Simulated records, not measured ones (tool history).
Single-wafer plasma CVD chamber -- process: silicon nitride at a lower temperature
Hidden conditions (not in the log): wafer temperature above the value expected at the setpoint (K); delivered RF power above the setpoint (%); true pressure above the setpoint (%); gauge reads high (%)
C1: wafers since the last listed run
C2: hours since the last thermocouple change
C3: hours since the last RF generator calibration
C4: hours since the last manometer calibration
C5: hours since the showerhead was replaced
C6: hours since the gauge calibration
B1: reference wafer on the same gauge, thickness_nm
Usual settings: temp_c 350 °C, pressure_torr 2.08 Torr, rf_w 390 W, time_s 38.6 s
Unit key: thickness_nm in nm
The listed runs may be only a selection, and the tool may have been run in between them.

{"run": 1, "day": 0.0, "temp_c": 350, "pressure_torr": 2.48, "rf_w": 390, "time_s": 38.6, "C1": 0, "C2": 2052.6, "C3": 1284.5, "C4": 890.1, "C5": 5488.8, "C6": 225.6, "B1": 66.512, "thickness_nm": 62.134}
{"run": 2, "day": 4.333, "temp_c": 350, "pressure_torr": 2.48, "rf_w": 390, "time_s": 38.6, "C1": 2418, "C2": 2156.6, "C3": 1388.5, "C4": 994.1, "C5": 5592.8, "C6": 329.6, "B1": 66.464, "thickness_nm": 62.054}
{"run": 3, "day": 8.521, "temp_c": 350, "pressure_torr": 2.48, "rf_w": 390, "time_s": 38.6, "C1": 2336, "C2": 2257.1, "C3": 1489, "C4": 1094.6, "C5": 5693.3, "C6": 430.1, "B1": 66.551, "thickness_nm": 61.837}
{"run": 4, "day": 10.554, "temp_c": 341, "pressure_torr": 2.08, "rf_w": 390, "time_s": 38.6, "C1": 1134, "C2": 2305.9, "C3": 1537.8, "C4": 1143.4, "C5": 5742.1, "C6": 478.9, "B1": 66.564, "thickness_nm": 59.089}
{"run": 5, "day": 14.25, "temp_c": 350, "pressure_torr": 2.08, "rf_w": 390, "time_s": 38.6, "C1": 2062, "C2": 2394.6, "C3": 1626.5, "C4": 1232.1, "C5": 5830.8, "C6": 567.6, "B1": 66.476, "thickness_nm": 58.77}
{"run": 6, "day": 17.729, "temp_c": 339, "pressure_torr": 2.08, "rf_w": 390, "time_s": 38.6, "C1": 1941, "C2": 2478.1, "C3": 1710, "C4": 1315.6, "C5": 5914.3, "C6": 651.1, "B1": 66.462, "thickness_nm": 59.088}
{"run": 7, "day": 27.012, "temp_c": 350, "pressure_torr": 2.08, "rf_w": 390, "time_s": 38.6, "C1": 5180, "C2": 2700.9, "C3": 1932.8, "C4": 1538.4, "C5": 6137.1, "C6": 873.9, "B1": 66.489, "thickness_nm": 58.392}
{"day": 28.262, "done": "showerhead replaced"}
{"run": 8, "day": 30.183, "temp_c": 350, "pressure_torr": 2.08, "rf_w": 390, "time_s": 38.6, "C1": 1583, "C2": 2777, "C3": 2008.9, "C4": 1614.5, "C5": 46.1, "C6": 950, "B1": 66.473, "thickness_nm": 58.451}
{"day": 31.217, "done": "gauge calibrated"}
{"run": 9, "day": 32.112, "temp_c": 350, "pressure_torr": 2.08, "rf_w": 390, "time_s": 32.5, "C1": 1076, "C2": 2823.3, "C3": 2055.2, "C4": 1660.8, "C5": 92.4, "C6": 21.5, "B1": 66.488, "thickness_nm": 49.084}
{"run": 10, "day": 34.204, "temp_c": 364, "pressure_torr": 2.08, "rf_w": 445, "time_s": 38.6, "C1": 1167, "C2": 2873.5, "C3": 2105.4, "C4": 1711, "C5": 142.6, "C6": 71.7, "B1": 66.497, "thickness_nm": 61.994}
{"day": 35.071, "done": "capacitance manometer re-zeroed and calibrated"}
{"day": 35.092, "done": "thermocouple changed; heater temperature recalibrated"}
{"day": 37.117, "done": "RF generator calibrated"}
{"run": 11, "day": 37.138, "temp_c": 350, "pressure_torr": 2.08, "rf_w": 390, "time_s": 38.6, "C1": 1252, "C2": 49.1, "C3": 0.5, "C4": 49.6, "C5": 213, "C6": 142.1, "B1": 66.494, "thickness_nm": 60.188}
{"run": 12, "day": 39.108, "temp_c": 350, "pressure_torr": 1.59, "rf_w": 390, "time_s": 44.7, "C1": 1099, "C2": 96.4, "C3": 47.8, "C4": 96.9, "C5": 260.3, "C6": 189.4, "B1": 66.517, "thickness_nm": 64.367}
{"run": 13, "day": 41.154, "temp_c": 350, "pressure_torr": 2.08, "rf_w": 390, "time_s": 38.6, "C1": 1141, "C2": 145.5, "C3": 96.9, "C4": 146, "C5": 309.4, "C6": 238.5, "B1": 66.487, "thickness_nm": 60.148}
{"run": 14, "day": 42.904, "temp_c": 350, "pressure_torr": 1.87, "rf_w": 390, "time_s": 38.6, "C1": 976, "C2": 187.5, "C3": 138.9, "C4": 188, "C5": 351.4, "C6": 280.5, "B1": 66.468, "thickness_nm": 58.361}
{"run": 15, "day": 45.967, "temp_c": 350, "pressure_torr": 2.08, "rf_w": 390, "time_s": 33.1, "C1": 1709, "C2": 261, "C3": 212.4, "C4": 261.5, "C5": 424.9, "C6": 354, "B1": 66.54, "thickness_nm": 51.622}
{"run": 16, "day": 49.146, "temp_c": 350, "pressure_torr": 2.08, "rf_w": 415, "time_s": 35.9, "C1": 1774, "C2": 337.3, "C3": 288.7, "C4": 337.8, "C5": 501.2, "C6": 430.3, "B1": 66.544, "thickness_nm": 57.748}
{"run": 17, "day": 53.362, "temp_c": 350, "pressure_torr": 2.08, "rf_w": 340, "time_s": 38.6, "C1": 2353, "C2": 438.5, "C3": 389.9, "C4": 439, "C5": 602.4, "C6": 531.5, "B1": 66.454, "thickness_nm": 55.81}
{"run": 18, "day": 57.196, "temp_c": 350, "pressure_torr": 2.08, "rf_w": 390, "time_s": 38.6, "C1": 2139, "C2": 530.5, "C3": 481.9, "C4": 531, "C5": 694.4, "C6": 623.5, "B1": 66.55, "thickness_nm": 60.091}

5 ways to go on from here, each from the tool as it stands after run 18. What would each give?
{"run": "A", "day": 57.212, "temp_c": 350, "pressure_torr": 2.08, "rf_w": 390, "time_s": 38.6, "C1": 9, "C2": 530.9, "C3": 482.3, "C4": 531.4, "C5": 694.8, "C6": 623.9, "B1": "?", "thickness_nm": "?"}
{"run": "B", "day": 57.212, "temp_c": 350, "pressure_torr": 1.71, "rf_w": 315, "time_s": 43, "C1": 9, "C2": 530.9, "C3": 482.3, "C4": 531.4, "C5": 694.8, "C6": 623.9, "B1": "?", "thickness_nm": "?"}
{"run": "C", "day": 57.212, "temp_c": 350, "pressure_torr": 1.67, "rf_w": 435, "time_s": 44.6, "C1": 9, "C2": 530.9, "C3": 482.3, "C4": 531.4, "C5": 694.8, "C6": 623.9, "B1": "?", "thickness_nm": "?"}
{"run": "D", "day": 57.212, "temp_c": 343, "pressure_torr": 1.6, "rf_w": 335, "time_s": 38.6, "C1": 9, "C2": 530.9, "C3": 482.3, "C4": 531.4, "C5": 694.8, "C6": 623.9, "B1": "?", "thickness_nm": "?"}
{"run": "E", "day": 57.212, "temp_c": 357, "pressure_torr": 2.08, "rf_w": 320, "time_s": 38.6, "C1": 9, "C2": 530.9, "C3": 482.3, "C4": 531.4, "C5": 694.8, "C6": 623.9, "B1": "?", "thickness_nm": "?"}

run=A B1=66.515 thickness_nm=60.028
run=B B1=66.515 thickness_nm=56.526
run=C B1=66.515 thickness_nm=68.688
run=D B1=66.515 thickness_nm=51.479
run=E B1=66.515 thickness_nm=54.015
Take away the tool's hidden state, keep each run's random variation, and the runs would have read:
run=A thickness_nm=60.2
run=B thickness_nm=56.695
run=C thickness_nm=68.872
run=D thickness_nm=51.627
run=E thickness_nm=54.17
